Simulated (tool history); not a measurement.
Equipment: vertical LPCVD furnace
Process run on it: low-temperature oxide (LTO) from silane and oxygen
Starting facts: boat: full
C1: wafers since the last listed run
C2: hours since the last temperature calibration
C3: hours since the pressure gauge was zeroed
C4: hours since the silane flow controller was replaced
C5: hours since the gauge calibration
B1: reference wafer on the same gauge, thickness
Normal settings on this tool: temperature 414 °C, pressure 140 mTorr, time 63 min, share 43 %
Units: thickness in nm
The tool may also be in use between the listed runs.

run 1 hour=0 | temperature=414 pressure=140 time=63 share=43 | C1=0 C2=1375.4 C3=4746.8 C4=5293.3 C5=795.2 | B1=445.18 | thickness=474.86
run 2 hour=42.7 | temperature=414 pressure=140 time=63 share=43 | C1=470 C2=1418.1 C3=4789.5 C4=5336 C5=837.9 | B1=444.75 | thickness=475.83
run 3 hour=94.6 | temperature=414 pressure=140 time=63 share=43 | C1=572 C2=1470 C3=4841.4 C4=5387.9 C5=889.8 | B1=444.98 | thickness=475.07
run 4 hour=298.6 | temperature=414 pressure=140 time=63 share=43 | C1=2249 C2=1674 C3=5045.4 C4=5591.9 C5=1093.8 | B1=445.23 | thickness=473.39
run 5 hour=332.6 | temperature=414 pressure=140 time=63 share=43 | C1=374 C2=1708 C3=5079.4 C4=5625.9 C5=1127.8 | B1=445.04 | thickness=474.43
-- hour=398.8 pressure gauge zeroed
run 6 hour=399.3 | temperature=414 pressure=140 time=63 share=43 | C1=470 C2=1774.7 C3=0.5 C4=5692.6 C5=1194.5 | B1=445.21 | thickness=474.36
-- hour=428.2 thermocouples replaced and temperature profile calibrated
-- hour=465.2 silane flow controller replaced
run 7 hour=465.7 | temperature=414 pressure=140 time=63 share=43 | C1=202 C2=37.5 C3=66.9 C4=0.5 C5=1260.9 | B1=445.09 | thickness=489.27
run 8 hour=494 | temperature=414 pressure=140 time=63 share=43 | C1=312 C2=65.8 C3=95.2 C4=28.8 C5=1289.2 | B1=444.91 | thickness=490.74
run 9 hour=531.6 | temperature=414 pressure=140 time=63 share=43 | C1=414 C2=103.4 C3=132.8 C4=66.4 C5=1326.8 | B1=445.07 | thickness=488.83
run 10 hour=595.1 | temperature=414 pressure=140 time=63 share=43 | C1=700 C2=166.9 C3=196.3 C4=129.9 C5=1390.3 | B1=445 | thickness=489.89
run 11 hour=658.4 | temperature=414 pressure=140 time=63 share=43 | C1=697 C2=230.2 C3=259.6 C4=193.2 C5=1453.6 | B1=445.11 | thickness=487.31
run 12 hour=690.6 | temperature=414 pressure=140 time=63 share=43 | C1=355 C2=262.4 C3=291.8 C4=225.4 C5=1485.8 | B1=445.08 | thickness=487.16
-- hour=703.4 gauge calibrated
run 13 hour=732.2 | temperature=414 pressure=140 time=63 share=43 | C1=458 C2=304 C3=333.4 C4=267 C5=28.8 | B1=444.8 | thickness=487.45
run 14 hour=759.4 | temperature=402 pressure=130 time=63 share=36 | C1=299 C2=331.2 C3=360.6 C4=294.2 C5=56 | B1=445.04 | thickness=321.91
run 15 hour=821.5 | temperature=425 pressure=105 time=47 share=35 | C1=684 C2=393.3 C3=422.7 C4=356.3 C5=118.1 | B1=445.19 | thickness=238.63
run 16 hour=863.1 | temperature=417 pressure=140 time=40 share=43 | C1=458 C2=434.9 C3=464.3 C4=397.9 C5=159.7 | B1=445.33 | thickness=317.86
run 17 hour=1054.7 | temperature=407 pressure=140 time=44 share=48 | C1=2112 C2=626.5 C3=655.9 C4=589.5 C5=351.3 | B1=444.92 | thickness=351.06
run 18 hour=1090.1 | temperature=414 pressure=140 time=63 share=40 | C1=390 C2=661.9 C3=691.3 C4=624.9 C5=386.7 | B1=444.77 | thickness=445.5
run 19 hour=1146.6 | temperature=408 pressure=120 time=76 share=50 | C1=622 C2=718.4 C3=747.8 C4=681.4 C5=443.2 | B1=444.69 | thickness=546.28
run 20 hour=1177.4 | temperature=405 pressure=140 time=43 share=43 | C1=339 C2=749.2 C3=778.6 C4=712.2 C5=474 | B1=444.9 | thickness=301.59
run 21 hour=1235.4 | temperature=414 pressure=150 time=63 share=43 | C1=639 C2=807.2 C3=836.6 C4=770.2 C5=532 | B1=444.98 | thickness=518.6
run 22 hour=1263 | temperature=414 pressure=165 time=55.5 share=50 | C1=304 C2=834.8 C3=864.2 C4=797.8 C5=559.6 | B1=445.08 | thickness=578.99
run 23 hour=1289.3 | temperature=414 pressure=140 time=63 share=39 | C1=289 C2=861.1 C3=890.5 C4=824.1 C5=585.9 | B1=444.97 | thickness=432.95

Below are 4 alternative next runs, each starting from the tool's condition after run 23. Predict each:
run A hour=1293.4 | temperature=414 pressure=140 time=42.5 share=43 | C1=45 C2=865.2 C3=894.6 C4=828.2 C5=590 | B1=? | thickness=?
run B hour=1293.4 | temperature=406 pressure=155 time=63 share=43 | C1=45 C2=865.2 C3=894.6 C4=828.2 C5=590 | B1=? | thickness=?
run C hour=1293.4 | temperature=426 pressure=125 time=63 share=43 | C1=45 C2=865.2 C3=894.6 C4=828.2 C5=590 | B1=? | thickness=?
run D hour=1293.4 | temperature=422 pressure=140 time=70 share=43 | C1=45 C2=865.2 C3=894.6 C4=828.2 C5=590 | B1=? | thickness=?

run=A B1=444.81 thickness=326.11
run=B B1=444.81 thickness=492.44
run=C B1=444.81 thickness=486.72
run=D B1=444.81 thickness=582.28
With the hidden condition removed and each run's random variation left untouched, the same runs would have given:
run=A thickness=331.5
run=B thickness=500.8
run=C thickness=494.45
run=D thickness=591.65

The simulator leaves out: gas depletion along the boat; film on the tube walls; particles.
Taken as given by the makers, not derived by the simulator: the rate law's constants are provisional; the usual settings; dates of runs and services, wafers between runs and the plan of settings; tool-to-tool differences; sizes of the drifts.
